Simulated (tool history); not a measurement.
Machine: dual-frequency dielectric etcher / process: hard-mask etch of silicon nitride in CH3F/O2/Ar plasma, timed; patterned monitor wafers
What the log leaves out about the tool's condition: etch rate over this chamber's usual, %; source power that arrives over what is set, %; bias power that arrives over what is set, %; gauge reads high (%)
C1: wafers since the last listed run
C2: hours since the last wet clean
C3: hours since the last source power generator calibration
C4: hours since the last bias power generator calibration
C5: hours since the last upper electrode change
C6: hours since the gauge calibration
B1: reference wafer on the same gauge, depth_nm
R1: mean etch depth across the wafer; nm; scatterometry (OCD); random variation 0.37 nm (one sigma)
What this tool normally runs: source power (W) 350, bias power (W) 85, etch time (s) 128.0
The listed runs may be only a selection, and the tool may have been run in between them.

Run 1, day 0.000: usual settings but etch time (s) 110.0; C1 0; C2 142.9; C3 3675.2; C4 12.9; C5 3045.8; C6 757.2; B1 79.9. Result: R1 77.1 nm.
Run 2, day 1.367: usual settings but source power (W) 280, bias power (W) 69; C1 170; C2 175.7; C3 3708.0; C4 45.7; C5 3078.6; C6 790.0; B1 79.7. Result: R1 72.8 nm.
Run 3, day 2.362: usual settings but source power (W) 280, bias power (W) 69; C1 124; C2 199.6; C3 3731.9; C4 69.6; C5 3102.5; C6 813.9; B1 79.9. Result: R1 72.0 nm.
Run 4, day 3.125: usual settings but source power (W) 280, bias power (W) 69; C1 95; C2 217.9; C3 3750.2; C4 87.9; C5 3120.8; C6 832.2; B1 79.7. Result: R1 73.3 nm.
Run 5, day 4.262: usual settings; C1 141; C2 245.2; C3 3777.5; C4 115.2; C5 3148.1; C6 859.5; B1 79.8. Result: R1 88.9 nm.
At day 5.308: upper electrode replaced.
Run 6, day 5.329: usual settings; C1 8; C2 270.8; C3 3803.1; C4 140.8; C5 0.5; C6 885.1; B1 79.7. Result: R1 88.7 nm.
Run 7, day 5.867: usual settings; C1 67; C2 283.7; C3 3816.0; C4 153.7; C5 13.4; C6 898.0; B1 79.8. Result: R1 88.9 nm.
Run 8, day 6.908: usual settings; C1 130; C2 308.7; C3 3841.0; C4 178.7; C5 38.4; C6 923.0; B1 79.8. Result: R1 89.2 nm.
Run 9, day 7.629: usual settings but source power (W) 290, bias power (W) 67, etch time (s) 116.0; C1 89; C2 326.0; C3 3858.3; C4 196.0; C5 55.7; C6 940.3; B1 79.8. Result: R1 65.5 nm.
Run 10, day 8.700: usual settings; C1 133; C2 351.7; C3 3884.0; C4 221.7; C5 81.4; C6 966.0; B1 79.9. Result: R1 88.6 nm.
Run 11, day 9.288: usual settings but etch time (s) 161.5; C1 73; C2 365.8; C3 3898.1; C4 235.8; C5 95.5; C6 980.1; B1 79.8. Result: R1 112.8 nm.
Run 12, day 10.738: usual settings; C1 180; C2 400.6; C3 3932.9; C4 270.6; C5 130.3; C6 1014.9; B1 79.9. Result: R1 89.4 nm.
Run 13, day 11.296: usual settings but etch time (s) 90.5; C1 69; C2 414.0; C3 3946.3; C4 284.0; C5 143.7; C6 1028.3; B1 79.9. Result: R1 62.8 nm.
Run 14, day 12.192: usual settings but source power (W) 280, bias power (W) 70, etch time (s) 105.0; C1 111; C2 435.5; C3 3967.8; C4 305.5; C5 165.2; C6 1049.8; B1 79.7. Result: R1 60.3 nm.
At day 12.633: gauge calibrated.
Run 15, day 13.292: usual settings; C1 137; C2 461.9; C3 3994.2; C4 331.9; C5 191.6; C6 15.8; B1 79.8. Result: R1 88.5 nm.
Run 16, day 14.333: usual settings; C1 130; C2 486.9; C3 4019.2; C4 356.9; C5 216.6; C6 40.8; B1 80.0. Result: R1 89.0 nm.
Run 17, day 15.362: usual settings but source power (W) 430, bias power (W) 66, etch time (s) 100.0; C1 128; C2 511.6; C3 4043.9; C4 381.6; C5 241.3; C6 65.5; B1 79.7. Result: R1 64.7 nm.
Run 18, day 16.438: usual settings; C1 134; C2 537.4; C3 4069.7; C4 407.4; C5 267.1; C6 91.3; B1 79.9. Result: R1 88.8 nm.
Run 19, day 17.983: usual settings but source power (W) 310, bias power (W) 105, etch time (s) 92.0; C1 192; C2 574.5; C3 4106.8; C4 444.5; C5 304.2; C6 128.4; B1 79.9. Result: R1 69.0 nm.
At day 19.038: wet clean of the chamber.
Run 20, day 19.325: usual settings but bias power (W) 102; C1 42; C2 6.9; C3 4139.0; C4 476.7; C5 336.4; C6 160.6; B1 79.9. Result: R1 99.2 nm.
At day 20.271: source power generator calibrated.
Run 21, day 20.292: usual settings but source power (W) 290; C1 99; C2 30.1; C3 0.5; C4 499.9; C5 359.6; C6 183.8; B1 79.8. Result: R1 83.1 nm.
Run 22, day 21.538: usual settings; C1 155; C2 60.0; C3 30.4; C4 529.8; C5 389.5; C6 213.7; B1 79.8. Result: R1 89.6 nm.
Run 23, day 22.750: usual settings but source power (W) 290, bias power (W) 75, etch time (s) 158.0; C1 151; C2 89.1; C3 59.5; C4 558.9; C5 418.6; C6 242.8; B1 79.8. Result: R1 95.2 nm.
Run 24, day 23.396: usual settings but source power (W) 310, bias power (W) 105; C1 80; C2 104.6; C3 75.0; C4 574.4; C5 434.1; C6 258.3; B1 79.8. Result: R1 96.2 nm.
Run 25, day 24.008: usual settings; C1 76; C2 119.3; C3 89.7; C4 589.1; C5 448.8; C6 273.0; B1 79.7. Result: R1 89.1 nm.
Run 26, day 25.196: usual settings but source power (W) 400, bias power (W) 73; C1 148; C2 147.8; C3 118.2; C4 617.6; C5 477.3; C6 301.5; B1 79.8. Result: R1 85.6 nm.
Run 27, day 26.479: usual settings but bias power (W) 96, etch time (s) 155.5; C1 160; C2 178.6; C3 149.0; C4 648.4; C5 508.1; C6 332.3; B1 79.8. Result: R1 115.0 nm.
Run 28, day 27.633: usual settings but source power (W) 270, bias power (W) 92, etch time (s) 155.0; C1 144; C2 206.3; C3 176.7; C4 676.1; C5 535.8; C6 360.0; B1 79.9. Result: R1 103.1 nm.
Run 29, day 28.408: usual settings; C1 96; C2 224.9; C3 195.3; C4 694.7; C5 554.4; C6 378.6; B1 79.7. Result: R1 88.7 nm.
Run 30, day 29.600: usual settings but source power (W) 400; C1 148; C2 253.5; C3 223.9; C4 723.3; C5 583.0; C6 407.2; B1 79.6. Result: R1 93.7 nm.

Alternative continuations, all from the tool just after run 30; predict every row:
Run A, day 29.621: usual settings but source power (W) 410; C1 2; C2 254.0; C3 224.4; C4 723.8; C5 583.5; C6 407.7; B1 ?. Result: R1 ?.
Run B, day 29.621: usual settings but source power (W) 420, bias power (W) 72, etch time (s) 106.0; C1 2; C2 254.0; C3 224.4; C4 723.8; C5 583.5; C6 407.7; B1 ?. Result: R1 ?.
Run C, day 29.621: usual settings but etch time (s) 110.5; C1 2; C2 254.0; C3 224.4; C4 723.8; C5 583.5; C6 407.7; B1 ?. Result: R1 ?.
Run D, day 29.621: usual settings but bias power (W) 72, etch time (s) 166.0; C1 2; C2 254.0; C3 224.4; C4 723.8; C5 583.5; C6 407.7; B1 ?. Result: R1 ?.

run    B1     R1
  A  79.9   94.6
  B  79.9   71.7
  C  79.9   77.2
  D  79.9  105.1
Without the tool's hidden state the same runs would have given:
run     R1
  A   94.6
  B   71.7
  C   77.2
  D  105.1
